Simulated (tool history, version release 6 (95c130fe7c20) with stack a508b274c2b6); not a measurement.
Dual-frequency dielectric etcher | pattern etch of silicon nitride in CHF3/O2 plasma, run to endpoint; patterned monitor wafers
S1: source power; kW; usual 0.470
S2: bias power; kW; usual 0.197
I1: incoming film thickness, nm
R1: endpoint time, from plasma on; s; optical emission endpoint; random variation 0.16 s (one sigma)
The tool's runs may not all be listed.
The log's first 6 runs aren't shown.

Run 7, hour 142.5: usual settings but S2 0.179 kW; I1 66.4. Result: R1 47.9 s.
Run 8, hour 163.8: usual settings but S1 0.540 kW; I1 66.4. Result: R1 44.4 s.
Run 9, hour 195.3: usual settings but S1 0.540 kW; I1 66.7. Result: R1 44.9 s.
At hour 204.3: bias power generator calibrated.
Run 10, hour 217.8: usual settings but S1 0.540 kW; I1 67.2. Result: R1 45.1 s.
Run 11, hour 241.0: usual settings; I1 66.9. Result: R1 46.6 s.
Run 12, hour 270.9: usual settings; I1 67.6. Result: R1 46.9 s.
Run 13, hour 298.9: usual settings; I1 67.6. Result: R1 47.1 s.
Run 14, hour 373.0: usual settings; I1 66.7. Result: R1 46.2 s.
Run 15, hour 397.3: usual settings; I1 66.7. Result: R1 46.7 s.
At hour 426.9: source power generator calibrated.
At hour 431.3: upper electrode replaced.
Run 16, hour 431.8: usual settings; I1 66.7. Result: R1 46.5 s.
Run 17, hour 434.9: usual settings but S1 0.430 kW, S2 0.243 kW; I1 66.6. Result: R1 43.6 s.
Run 18, hour 459.8: usual settings; I1 67.2. Result: R1 46.9 s.
Run 19, hour 477.5: usual settings but S2 0.171 kW; I1 67.1. Result: R1 49.1 s.
Run 20, hour 497.2: usual settings but S1 0.400 kW, S2 0.168 kW; I1 67.2. Result: R1 51.8 s.

Forecast run 21:
Run 21, hour 515.6: usual settings but S1 0.430 kW, S2 0.237 kW; I1 66.9. Result: R1 ?.

{"run 21": {"R1": 44.1}}
Without the tool's hidden state the same run would have given R1 44.1 s.

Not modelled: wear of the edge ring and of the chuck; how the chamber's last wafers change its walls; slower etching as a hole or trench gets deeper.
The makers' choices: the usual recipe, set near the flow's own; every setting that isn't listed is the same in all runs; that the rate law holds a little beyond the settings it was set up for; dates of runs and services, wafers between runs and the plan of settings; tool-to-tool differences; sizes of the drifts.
